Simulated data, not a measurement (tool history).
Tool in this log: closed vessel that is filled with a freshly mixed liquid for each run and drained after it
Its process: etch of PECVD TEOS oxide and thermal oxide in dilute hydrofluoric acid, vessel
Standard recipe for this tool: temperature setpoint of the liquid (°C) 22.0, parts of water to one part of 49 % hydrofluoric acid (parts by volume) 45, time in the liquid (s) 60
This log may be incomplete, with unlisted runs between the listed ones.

run   hour  temperature setpoint of the liquid (°C)  parts of water to one part of 49 % hydrofluoric acid (parts by volume)  time in the liquid (s)  wafers since the last listed run  hours since the thermometer was replaced  hours since the hydrofluoric acid flow meter was replaced  hours since the gauge calibration  read-back film thickness of the PECVD TEOS oxide reference wafer, read on the same gauge (nm)  read-back film thickness of the thermal oxide reference wafer, read on the same gauge (nm)  thickness taken off the PECVD TEOS oxide on a monitor wafer (Å)  thickness taken off the thermal oxide on a monitor wafer (Å)
  1    0.0                                     22.0                                                                      45                      60                                 0                                     907.5                                                      611.0                               53.5                                                                                          39.99                                                                                       70.00                                                            190.8                                                          54.3
  2   15.9                                     22.0                                                                      45                      60                              1933                                     923.4                                                      626.9                               69.4                                                                                          40.00                                                                                       70.01                                                            186.4                                                          53.8
  3   48.5                                     22.0                                                                      45                      60                              3964                                     956.0                                                      659.5                              102.0                                                                                          39.99                                                                                       69.98                                                            184.6                                                          53.7
  4   70.4                                     22.0                                                                      45                      60                              2663                                     977.9                                                      681.4                              123.9                                                                                          40.00                                                                                       70.01                                                            186.8                                                          53.9
  5  102.5                                     22.0                                                                      45                      60                              3903                                    1010.0                                                      713.5                              156.0                                                                                          39.99                                                                                       69.99                                                            185.6                                                          53.6
  6  139.5                                     22.0                                                                      45                      60                              4499                                    1047.0                                                      750.5                              193.0                                                                                          40.01                                                                                       70.00                                                            180.3                                                          53.2
  7  163.4                                     22.0                                                                      45                      60                              2906                                    1070.9                                                      774.4                              216.9                                                                                          40.01                                                                                       70.00                                                            182.7                                                          52.9
  8  191.3                                     19.0                                                                      45                      60                              3392                                    1098.8                                                      802.3                              244.8                                                                                          39.99                                                                                       70.01                                                            161.3                                                          45.7
     195.1  -- hydrofluoric acid flow meter replaced
  9  214.7                                     19.0                                                                      45                      60                              2723                                    1122.2                                                       19.6                              268.2                                                                                          40.00                                                                                       70.01                                                            177.0                                                          51.5
 10  227.6                                     27.0                                                                      45                      80                              1568                                    1135.1                                                       32.5                              281.1                                                                                          40.00                                                                                       70.00                                                            331.6                                                          97.9
 11  257.3                                     19.0                                                                      45                      60                              3611                                    1164.8                                                       62.2                              310.8                                                                                          40.02                                                                                       70.00                                                            178.5                                                          52.1
 12  275.9                                     19.5                                                                      45                      75                              2261                                    1183.4                                                       80.8                              329.4                                                                                          40.02                                                                                       70.00                                                            226.5                                                          66.5
 13  293.9                                     19.0                                                                      60                      80                              2188                                    1201.4                                                       98.8                              347.4                                                                                          39.99                                                                                       70.00                                                            174.2                                                          50.4
     303.3  -- thermometer replaced
 14  328.5                                     22.0                                                                      45                      60                              4085                                      25.2                                                      133.4                              382.0                                                                                          39.99                                                                                       70.01                                                            201.5                                                          57.2
 15  345.3                                     20.5                                                                      60                      45                              2042                                      42.0                                                      150.2                              398.8                                                                                          39.99                                                                                       70.00                                                            104.1                                                          29.8
     348.5  -- gauge calibrated
 16  358.4                                     22.0                                                                      45                      60                              1592                                      55.1                                                      163.3                                9.9                                                                                          40.01                                                                                       69.98                                                            199.3                                                          58.1
 17  454.5                                     25.5                                                                      45                      60                             11685                                     151.2                                                      259.4                              106.0                                                                                          39.98                                                                                       69.99                                                            225.9                                                          67.3
 18  472.3                                     19.5                                                                      55                      70                              2164                                     169.0                                                      277.2                              123.8                                                                                          39.99                                                                                       70.00                                                            165.1                                                          47.8

Here are 4 independent what-if runs from the current tool condition. What would each one return?
  A  473.0                                     22.0                                                                      45                      60                                85                                     169.7                                                      277.9                              124.5                                                                                              ?                                                                                           ?                                                                ?                                                             ?
  B  473.0                                     20.0                                                                      45                      30                                85                                     169.7                                                      277.9                              124.5                                                                                              ?                                                                                           ?                                                                ?                                                             ?
  C  473.0                                     22.0                                                                      35                      60                                85                                     169.7                                                      277.9                              124.5                                                                                              ?                                                                                           ?                                                                ?                                                             ?
  D  473.0                                     23.5                                                                      45                      60                                85                                     169.7                                                      277.9                              124.5                                                                                              ?                                                                                           ?                                                                ?                                                             ?

run  read-back film thickness of the PECVD TEOS oxide reference wafer, read on the same gauge (nm)  read-back film thickness of the thermal oxide reference wafer, read on the same gauge (nm)  thickness taken off the PECVD TEOS oxide on a monitor wafer (Å)  thickness taken off the thermal oxide on a monitor wafer (Å)
  A                                                                                          39.99                                                                                       70.01                                                            194.7                                                          57.2
  B                                                                                          39.99                                                                                       70.01                                                             89.5                                                          26.3
  C                                                                                          39.99                                                                                       70.01                                                            253.7                                                          74.5
  D                                                                                          39.99                                                                                       70.01                                                            207.3                                                          60.9
Without the tool's unlogged condition, the same runs would have read:
run  thickness taken off the PECVD TEOS oxide on a monitor wafer (Å)  thickness taken off the thermal oxide on a monitor wafer (Å)
  A                                                            204.0                                                          59.9
  B                                                             93.7                                                          27.5
  C                                                            265.7                                                          78.0
  D                                                            217.2                                                          63.8

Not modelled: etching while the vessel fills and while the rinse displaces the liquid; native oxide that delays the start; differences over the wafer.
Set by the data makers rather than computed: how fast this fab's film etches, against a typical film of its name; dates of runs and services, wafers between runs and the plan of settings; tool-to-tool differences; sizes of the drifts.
